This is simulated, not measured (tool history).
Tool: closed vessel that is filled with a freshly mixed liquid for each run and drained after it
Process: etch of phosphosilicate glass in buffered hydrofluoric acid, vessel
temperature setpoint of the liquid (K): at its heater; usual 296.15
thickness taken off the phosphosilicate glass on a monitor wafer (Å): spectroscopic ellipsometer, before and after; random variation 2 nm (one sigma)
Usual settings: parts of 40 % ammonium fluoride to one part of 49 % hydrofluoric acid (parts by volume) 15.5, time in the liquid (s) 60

run	day	temperature setpoint of the liquid (K)	parts of 40 % ammonium fluoride to one part of 49 % hydrofluoric acid (parts by volume)	time in the liquid (s)	read-back film thickness of the phosphosilicate glass reference wafer, read on the same gauge (nm)	thickness taken off the phosphosilicate glass on a monitor wafer (Å)
1	0.000	298.65	13.5	60	39.97	3678.8
2	0.467	298.65	13.5	60	40.00	3689.8
3	0.821	296.15	15.5	60	40.00	2772.3
4	1.492	296.15	10.5	60	39.99	4061.1
5	2.088	296.15	10.5	60	39.97	4113.0
6	2.650	296.15	10.5	60	39.98	4085.1
7	2.917	296.15	18.0	45	39.99	1821.4
8	3.617	296.15	18.0	45	39.99	1831.6
9	4.258	296.15	15.5	60	39.98	2810.9
10	4.817	296.15	18.0	60	40.00	2421.7
11	5.517	298.65	15.5	60	40.02	3211.1
12	5.779	298.65	15.5	60	39.98	3253.8
13	6.292	296.15	15.5	70	40.02	3289.0
14	6.546	296.15	15.5	70	39.98	3335.6
15	7.229	296.15	15.5	70	40.02	3284.3
16	7.683	296.15	15.5	60	39.98	2847.1
17	8.129	293.65	17.5	40	40.00	1458.3
18	8.388	294.65	20.5	45	39.97	1464.9
19	8.883	300.15	15.5	35	40.00	2031.0
20	9.354	296.15	19.0	60	39.97	2325.8
# day 9.512: hydrofluoric acid flow meter replaced
# day 9.746: thermometer replaced
21	9.850	296.15	15.5	50	40.00	2531.1
# day 10.196: gauge calibrated
22	10.371	296.15	19.0	60	40.02	2505.8
23	11.008	296.15	15.5	60	40.00	3100.9
24	11.538	296.15	15.5	60	40.00	3074.6
25	12.133	300.15	15.5	35	40.03	2208.3
# day 13.692: thermometer replaced, repeated, since the last time left the tool worse
26	14.300	296.15	20.5	60	40.02	2007.2
27	14.896	299.15	9.5	40	40.00	3233.4
28	15.504	296.15	15.5	60	39.98	2637.2
29	16.108	292.65	18.5	60	40.00	1814.9
30	16.838	297.65	12.5	90	39.98	5292.7

The same runs without the tool's hidden state, with the same run-to-run variation:
The hidden state here: liquid hotter than its thermometer reads (K); hydrofluoric acid flow above the setpoint (%); gauge reads high (%).
run	thickness taken off the phosphosilicate glass on a monitor wafer (Å)
1	3408.2
2	3414.7
3	2560.8
4	3749.7
5	3793.6
6	3765.8
7	1677.7
8	1685.3
9	2585.1
10	2224.6
11	2950.9
12	2990.0
13	3015.0
14	3057.8
15	3007.5
16	2605.7
17	1331.8
18	1337.8
19	1859.9
20	2122.5
21	2132.3
22	2109.3
23	2608.1
24	2584.6
25	1862.4
26	1967.8
27	3168.0
28	2581.3
29	1773.5
30	5170.5

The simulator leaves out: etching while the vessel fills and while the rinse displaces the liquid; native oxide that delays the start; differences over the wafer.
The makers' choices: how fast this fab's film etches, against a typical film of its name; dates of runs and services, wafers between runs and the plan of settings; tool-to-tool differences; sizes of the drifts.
